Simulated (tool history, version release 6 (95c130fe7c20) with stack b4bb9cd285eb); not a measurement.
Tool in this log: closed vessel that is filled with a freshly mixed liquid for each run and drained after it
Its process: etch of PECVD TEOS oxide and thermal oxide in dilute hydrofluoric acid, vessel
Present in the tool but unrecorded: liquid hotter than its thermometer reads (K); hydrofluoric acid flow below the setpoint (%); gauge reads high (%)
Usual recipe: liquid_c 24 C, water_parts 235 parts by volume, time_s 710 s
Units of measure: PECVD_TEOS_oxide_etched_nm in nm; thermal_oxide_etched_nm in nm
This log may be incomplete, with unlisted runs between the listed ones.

| run | day | liquid_c | water_parts | time_s | wafers since the last listed run | hours since the thermometer was replaced | hours since the hydrofluoric acid flow meter was replaced | hours since the gauge calibration | read-back film thickness of the PECVD TEOS oxide reference wafer, read on the same gauge (nm) | read-back film thickness of the thermal oxide reference wafer, read on the same gauge (nm) | PECVD_TEOS_oxide_etched_nm | thermal_oxide_etched_nm |
|---|---|---|---|---|---|---|---|---|---|---|---|---|
| 1 | 0 | 24 | 235 | 710 | 0 | 2087.9 | 1406.1 | 639.2 | 150.04 | 99.99 | 26.78 | 12.41 |
| 2 | 1.967 | 24 | 235 | 710 | 3708 | 2135.1 | 1453.3 | 686.4 | 149.99 | 99.99 | 26.56 | 12.43 |
| 3 | 3.883 | 24 | 235 | 710 | 3614 | 2181.1 | 1499.3 | 732.4 | 150 | 100 | 26.63 | 12.46 |
| 4 | 5.825 | 24 | 235 | 710 | 3661 | 2227.7 | 1545.9 | 779 | 150 | 99.99 | 26.75 | 12.39 |
| 5 | 8.183 | 24 | 235 | 710 | 4446 | 2284.3 | 1602.5 | 835.6 | 150.04 | 100.02 | 26.6 | 12.4 |
| 6 | 11.162 | 24 | 235 | 710 | 5617 | 2355.8 | 1674 | 907.1 | 150 | 100.01 | 26.77 | 12.45 |
| 7 | 12.8 | 24 | 235 | 710 | 3087 | 2395.1 | 1713.3 | 946.4 | 150.01 | 100.01 | 26.84 | 12.44 |
| 8 | 15.158 | 24 | 235 | 710 | 4446 | 2451.7 | 1769.9 | 1003 | 149.99 | 99.98 | 26.55 | 12.48 |
| 9 | 17.346 | 24 | 170 | 475 | 4124 | 2504.2 | 1822.4 | 1055.5 | 150.03 | 100.02 | 26.77 | 12.37 |
| 10 | 18.579 | 24 | 170 | 475 | 2325 | 2533.8 | 1852 | 1085.1 | 150.04 | 100.01 | 26.72 | 12.39 |
|  | 19.967 | gauge calibrated |
| 11 | 20.846 | 24 | 300 | 320 | 4274 | 2588.2 | 1906.4 | 21.1 | 149.99 | 100.03 | 8.78 | 4.1 |
|  | 22.421 | hydrofluoric acid flow meter replaced |
| 12 | 22.479 | 24 | 235 | 870 | 3001 | 2627.4 | 1.4 | 60.3 | 149.96 | 100.02 | 34.76 | 16.06 |
| 13 | 25.412 | 26 | 235 | 345 | 5531 | 2697.8 | 71.8 | 130.7 | 149.98 | 99.99 | 14.77 | 6.83 |
| 14 | 27.971 | 24 | 135 | 710 | 4823 | 2759.2 | 133.2 | 192.1 | 149.99 | 100.01 | 55.37 | 25.72 |
| 15 | 29.15 | 22.5 | 235 | 710 | 2223 | 2787.5 | 161.5 | 220.4 | 150.01 | 100.01 | 26.82 | 12.43 |
| 16 | 31.888 | 24 | 235 | 870 | 5161 | 2853.2 | 227.2 | 286.1 | 149.98 | 100 | 34.37 | 16.1 |
|  | 33.925 | thermometer replaced |
| 17 | 34.038 | 21.5 | 235 | 590 | 3975 | 2.7 | 278.8 | 337.7 | 149.96 | 99.99 | 19.49 | 9.24 |
| 18 | 36.021 | 22 | 235 | 710 | 3739 | 50.3 | 326.4 | 385.3 | 149.99 | 99.99 | 24.37 | 11.28 |
| 19 | 37.917 | 24 | 315 | 580 | 3574 | 95.8 | 371.9 | 430.8 | 149.98 | 100 | 14.67 | 6.87 |
| 20 | 39.367 | 19.5 | 235 | 420 | 2734 | 130.6 | 406.7 | 465.6 | 150.02 | 100.02 | 13.12 | 6.07 |

Forecast run 21:
| 21 | 47.892 | 24 | 235 | 710 | 16074 | 335.2 | 611.3 | 670.2 | ? | ? | ? | ? |

{"run 21": {"read-back film thickness of the PECVD TEOS oxide reference wafer, read on the same gauge (nm)": 149.98, "read-back film thickness of the thermal oxide reference wafer, read on the same gauge (nm)": 99.99, "PECVD_TEOS_oxide_etched_nm": 26.47, "thermal_oxide_etched_nm": 12.16}}
Without the tool's hidden state the same run would have given PECVD_TEOS_oxide_etched_nm 26.22 nm, thermal_oxide_etched_nm 12.04 nm.
